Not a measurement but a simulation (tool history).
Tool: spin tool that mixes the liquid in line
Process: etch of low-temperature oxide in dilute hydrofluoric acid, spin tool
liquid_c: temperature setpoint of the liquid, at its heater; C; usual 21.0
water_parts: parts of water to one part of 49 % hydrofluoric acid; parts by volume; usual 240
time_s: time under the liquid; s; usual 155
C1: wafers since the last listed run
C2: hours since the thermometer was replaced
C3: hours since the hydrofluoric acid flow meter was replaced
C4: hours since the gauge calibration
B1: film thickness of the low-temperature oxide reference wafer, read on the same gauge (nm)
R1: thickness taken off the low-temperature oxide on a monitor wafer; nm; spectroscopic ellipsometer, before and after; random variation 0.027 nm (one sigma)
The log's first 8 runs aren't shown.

{"run": 9, "hour": 394.8, "liquid_c": 21.0, "water_parts": 240, "time_s": 155, "C1": 663, "C2": 653.8, "C3": 389.0, "C4": 426.3, "B1": 150.0, "R1": 5.24}
{"run": 10, "hour": 452.6, "liquid_c": 17.0, "water_parts": 165, "time_s": 155, "C1": 583, "C2": 711.6, "C3": 446.8, "C4": 484.1, "B1": 150.02, "R1": 6.96}
{"run": 11, "hour": 524.0, "liquid_c": 21.0, "water_parts": 240, "time_s": 155, "C1": 720, "C2": 783.0, "C3": 518.2, "C4": 555.5, "B1": 150.01, "R1": 5.2}
{"run": 12, "hour": 595.8, "liquid_c": 21.0, "water_parts": 240, "time_s": 155, "C1": 724, "C2": 854.8, "C3": 590.0, "C4": 627.3, "B1": 150.01, "R1": 5.21}
{"hour": 610.5, "done": "thermometer replaced"}
{"run": 13, "hour": 776.9, "liquid_c": 21.0, "water_parts": 180, "time_s": 155, "C1": 1816, "C2": 166.4, "C3": 771.1, "C4": 808.4, "B1": 150.06, "R1": 7.62}
{"run": 14, "hour": 827.5, "liquid_c": 21.0, "water_parts": 300, "time_s": 210, "C1": 510, "C2": 217.0, "C3": 821.7, "C4": 859.0, "B1": 150.02, "R1": 5.52}
{"run": 15, "hour": 853.8, "liquid_c": 21.0, "water_parts": 315, "time_s": 125, "C1": 265, "C2": 243.3, "C3": 848.0, "C4": 885.3, "B1": 150.01, "R1": 3.06}
{"run": 16, "hour": 953.7, "liquid_c": 21.0, "water_parts": 240, "time_s": 155, "C1": 1007, "C2": 343.2, "C3": 947.9, "C4": 985.2, "B1": 150.0, "R1": 5.33}
{"run": 17, "hour": 979.1, "liquid_c": 21.0, "water_parts": 240, "time_s": 155, "C1": 256, "C2": 368.6, "C3": 973.3, "C4": 1010.6, "B1": 150.01, "R1": 5.3}
{"run": 18, "hour": 1027.5, "liquid_c": 19.5, "water_parts": 240, "time_s": 155, "C1": 488, "C2": 417.0, "C3": 1021.7, "C4": 1059.0, "B1": 150.05, "R1": 5.05}
{"run": 19, "hour": 1080.0, "liquid_c": 21.0, "water_parts": 240, "time_s": 155, "C1": 529, "C2": 469.5, "C3": 1074.2, "C4": 1111.5, "B1": 150.02, "R1": 5.3}
{"run": 20, "hour": 1145.6, "liquid_c": 21.0, "water_parts": 170, "time_s": 155, "C1": 661, "C2": 535.1, "C3": 1139.8, "C4": 1177.1, "B1": 149.98, "R1": 8.06}
{"run": 21, "hour": 1202.2, "liquid_c": 26.0, "water_parts": 200, "time_s": 155, "C1": 570, "C2": 591.7, "C3": 1196.4, "C4": 1233.7, "B1": 150.01, "R1": 8.0}
{"run": 22, "hour": 1358.2, "liquid_c": 17.0, "water_parts": 325, "time_s": 155, "C1": 1573, "C2": 747.7, "C3": 1352.4, "C4": 1389.7, "B1": 150.04, "R1": 3.15}
{"run": 23, "hour": 1405.4, "liquid_c": 19.0, "water_parts": 240, "time_s": 155, "C1": 476, "C2": 794.9, "C3": 1399.6, "C4": 1436.9, "B1": 150.02, "R1": 4.89}
{"hour": 1420.1, "done": "hydrofluoric acid flow meter replaced"}
{"hour": 1436.2, "done": "thermometer replaced"}
{"run": 24, "hour": 1469.2, "liquid_c": 21.0, "water_parts": 175, "time_s": 155, "C1": 623, "C2": 33.0, "C3": 49.1, "C4": 1500.7, "B1": 150.0, "R1": 7.75}
{"run": 25, "hour": 1533.7, "liquid_c": 21.0, "water_parts": 240, "time_s": 205, "C1": 650, "C2": 97.5, "C3": 113.6, "C4": 1565.2, "B1": 149.95, "R1": 7.03}
{"run": 26, "hour": 1580.1, "liquid_c": 17.0, "water_parts": 240, "time_s": 240, "C1": 468, "C2": 143.9, "C3": 160.0, "C4": 1611.6, "B1": 150.0, "R1": 7.04}
{"run": 27, "hour": 1604.8, "liquid_c": 25.5, "water_parts": 155, "time_s": 180, "C1": 249, "C2": 168.6, "C3": 184.7, "C4": 1636.3, "B1": 149.99, "R1": 12.23}
{"run": 28, "hour": 1648.8, "liquid_c": 21.0, "water_parts": 240, "time_s": 230, "C1": 443, "C2": 212.6, "C3": 228.7, "C4": 1680.3, "B1": 149.96, "R1": 7.79}
{"run": 29, "hour": 1690.7, "liquid_c": 21.0, "water_parts": 240, "time_s": 155, "C1": 422, "C2": 254.5, "C3": 270.6, "C4": 1722.2, "B1": 150.03, "R1": 5.26}
{"run": 30, "hour": 1732.7, "liquid_c": 25.5, "water_parts": 240, "time_s": 205, "C1": 423, "C2": 296.5, "C3": 312.6, "C4": 1764.2, "B1": 150.02, "R1": 8.23}
{"run": 31, "hour": 1785.1, "liquid_c": 21.0, "water_parts": 240, "time_s": 155, "C1": 528, "C2": 348.9, "C3": 365.0, "C4": 1816.6, "B1": 150.0, "R1": 5.28}

Forecast each of these 5 alternatives for the next run:
{"run": "A", "hour": 1785.6, "liquid_c": 21.0, "water_parts": 240, "time_s": 115, "C1": 5, "C2": 349.4, "C3": 365.5, "C4": 1817.1, "B1": "?", "R1": "?"}
{"run": "B", "hour": 1785.6, "liquid_c": 25.0, "water_parts": 320, "time_s": 195, "C1": 5, "C2": 349.4, "C3": 365.5, "C4": 1817.1, "B1": "?", "R1": "?"}
{"run": "C", "hour": 1785.6, "liquid_c": 21.0, "water_parts": 275, "time_s": 85, "C1": 5, "C2": 349.4, "C3": 365.5, "C4": 1817.1, "B1": "?", "R1": "?"}
{"run": "D", "hour": 1785.6, "liquid_c": 23.5, "water_parts": 210, "time_s": 155, "C1": 5, "C2": 349.4, "C3": 365.5, "C4": 1817.1, "B1": "?", "R1": "?"}
{"run": "E", "hour": 1785.6, "liquid_c": 19.0, "water_parts": 290, "time_s": 155, "C1": 5, "C2": 349.4, "C3": 365.5, "C4": 1817.1, "B1": "?", "R1": "?"}

run=A B1=150.01 R1=3.90
run=B B1=150.01 R1=5.31
run=C B1=150.01 R1=2.44
run=D B1=150.01 R1=6.80
run=E B1=150.01 R1=3.86
Without the tool's hidden state the same runs would have given:
run=A R1=3.94
run=B R1=5.35
run=C R1=2.46
run=D R1=6.86
run=E R1=3.90
